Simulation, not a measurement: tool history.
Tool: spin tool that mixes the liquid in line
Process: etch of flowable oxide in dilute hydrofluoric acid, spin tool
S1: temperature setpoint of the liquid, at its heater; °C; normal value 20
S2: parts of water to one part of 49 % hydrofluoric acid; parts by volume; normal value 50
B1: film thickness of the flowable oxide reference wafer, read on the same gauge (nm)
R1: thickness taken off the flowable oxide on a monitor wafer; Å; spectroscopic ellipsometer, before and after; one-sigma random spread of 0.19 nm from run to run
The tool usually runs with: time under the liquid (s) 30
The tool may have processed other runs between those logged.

run 1 day=0 | S1=20 S2=65 time_under_the_liquid_(s)=30 | B1=119.99 | R1=263.4
run 2 day=0.429 | S1=20 S2=65 time_under_the_liquid_(s)=30 | B1=120.01 | R1=262.7
run 3 day=0.896 | S1=20 S2=35 time_under_the_liquid_(s)=15 | B1=120.01 | R1=254.8
run 4 day=1.221 | S1=20 S2=35 time_under_the_liquid_(s)=15 | B1=120.01 | R1=254.6
run 5 day=1.546 | S1=20 S2=35 time_under_the_liquid_(s)=15 | B1=120.01 | R1=252.4
run 6 day=1.962 | S1=20 S2=50 time_under_the_liquid_(s)=30 | B1=120.01 | R1=346
run 7 day=2.646 | S1=20 S2=50 time_under_the_liquid_(s)=30 | B1=120.02 | R1=351
run 8 day=2.904 | S1=20 S2=50 time_under_the_liquid_(s)=30 | B1=119.99 | R1=350
run 9 day=3.233 | S1=22.5 S2=50 time_under_the_liquid_(s)=30 | B1=120.01 | R1=386.7
run 10 day=3.983 | S1=20 S2=50 time_under_the_liquid_(s)=30 | B1=120.03 | R1=352.7
run 11 day=4.646 | S1=20 S2=50 time_under_the_liquid_(s)=15 | B1=119.99 | R1=177.5
run 12 day=5.175 | S1=20 S2=50 time_under_the_liquid_(s)=15 | B1=119.99 | R1=177.6
run 13 day=5.825 | S1=23 S2=50 time_under_the_liquid_(s)=40 | B1=120 | R1=534.3
run 14 day=6.142 | S1=17 S2=50 time_under_the_liquid_(s)=30 | B1=120.03 | R1=313.3
run 15 day=6.446 | S1=20 S2=50 time_under_the_liquid_(s)=45 | B1=120.02 | R1=530.1
run 16 day=6.854 | S1=23.5 S2=50 time_under_the_liquid_(s)=25 | B1=120.02 | R1=344.7
run 17 day=7.554 | S1=20 S2=50 time_under_the_liquid_(s)=30 | B1=120.01 | R1=358
-- day=7.671 thermometer replaced
-- day=7.708 hydrofluoric acid flow meter replaced
run 18 day=8.2 | S1=17.5 S2=40 time_under_the_liquid_(s)=30 | B1=120.01 | R1=367.1
-- day=8.575 gauge calibrated
run 19 day=9.854 | S1=17 S2=60 time_under_the_liquid_(s)=30 | B1=119.99 | R1=232.8
run 20 day=10.375 | S1=20 S2=50 time_under_the_liquid_(s)=30 | B1=119.98 | R1=324.3
run 21 day=10.871 | S1=20 S2=50 time_under_the_liquid_(s)=30 | B1=120.02 | R1=327.7
run 22 day=11.567 | S1=17 S2=50 time_under_the_liquid_(s)=20 | B1=119.99 | R1=191.9
run 23 day=12.133 | S1=18.5 S2=50 time_under_the_liquid_(s)=35 | B1=119.99 | R1=357.1

Run 24, settings as shown, results not yet in. Your forecast:
run 24 day=12.692 | S1=22.5 S2=55 time_under_the_liquid_(s)=30 | B1=? | R1=?

{"run 24": {"B1": 120.02, "R1": 327.3}}
Without the tool's hidden state the same run would have given R1 320.4 Å.

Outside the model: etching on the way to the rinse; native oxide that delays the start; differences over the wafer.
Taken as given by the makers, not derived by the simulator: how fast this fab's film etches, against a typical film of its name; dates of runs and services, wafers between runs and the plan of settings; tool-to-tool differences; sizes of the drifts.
